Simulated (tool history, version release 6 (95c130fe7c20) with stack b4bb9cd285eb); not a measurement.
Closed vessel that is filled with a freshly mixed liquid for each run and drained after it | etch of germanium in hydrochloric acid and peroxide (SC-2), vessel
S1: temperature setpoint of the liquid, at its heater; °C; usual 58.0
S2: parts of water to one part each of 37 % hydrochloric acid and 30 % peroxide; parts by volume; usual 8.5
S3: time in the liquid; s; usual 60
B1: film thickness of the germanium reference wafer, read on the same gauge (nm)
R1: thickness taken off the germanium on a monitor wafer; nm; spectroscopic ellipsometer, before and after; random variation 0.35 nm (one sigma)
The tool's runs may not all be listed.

run	hour	S1	S2	S3	B1	R1
1	0.0	64.5	8.5	60	80.01	215.31
2	39.9	58.0	6.0	60	79.99	181.10
# hour 97.4: chemicals flow meter replaced
3	141.9	58.0	6.0	60	79.99	180.12
4	229.8	58.0	6.0	60	80.00	179.42
# hour 248.9: gauge calibrated
5	309.4	62.5	8.5	60	79.98	200.96
6	367.0	62.5	8.5	60	79.99	201.08
7	462.1	58.0	8.5	80	80.02	234.59
8	527.2	58.0	8.5	60	80.02	176.29
# hour 575.2: chemicals flow meter replaced
9	607.1	58.0	8.5	60	80.03	174.58
10	645.2	58.0	8.5	60	79.99	174.86
11	729.2	58.0	8.5	60	80.01	174.67
# hour 768.8: thermometer replaced
12	784.4	49.5	11.0	90	80.02	196.80
13	856.4	61.0	11.5	40	80.03	124.12
14	952.7	55.0	8.5	75	80.01	200.43
# hour 1004.6: new drum of peroxide connected
15	1038.9	67.5	8.5	60	80.00	234.15
# hour 1058.3: gauge calibrated
16	1121.8	58.0	10.0	60	79.99	174.72
# hour 1177.5: chemicals flow meter replaced
17	1196.1	58.0	8.5	60	79.98	175.32
18	1251.3	53.0	7.0	60	80.02	153.05
19	1349.9	58.0	6.5	60	80.00	179.60
20	1439.5	67.5	8.5	35	79.98	135.55
21	1514.0	63.5	4.5	30	80.03	107.22
22	1563.8	58.0	8.5	60	79.99	176.64

Forecast each of these 4 alternatives for the next run:
A	1564.5	49.0	8.5	60	?	?
B	1564.5	62.5	10.5	60	?	?
C	1564.5	48.0	12.0	75	?	?
D	1564.5	54.0	8.5	60	?	?

run	B1	R1
A	80.00	134.20
B	80.00	198.51
C	80.00	157.68
D	80.00	157.01
Without the tool's hidden state the same runs would have given:
run	R1
A	133.91
B	197.64
C	156.99
D	156.63

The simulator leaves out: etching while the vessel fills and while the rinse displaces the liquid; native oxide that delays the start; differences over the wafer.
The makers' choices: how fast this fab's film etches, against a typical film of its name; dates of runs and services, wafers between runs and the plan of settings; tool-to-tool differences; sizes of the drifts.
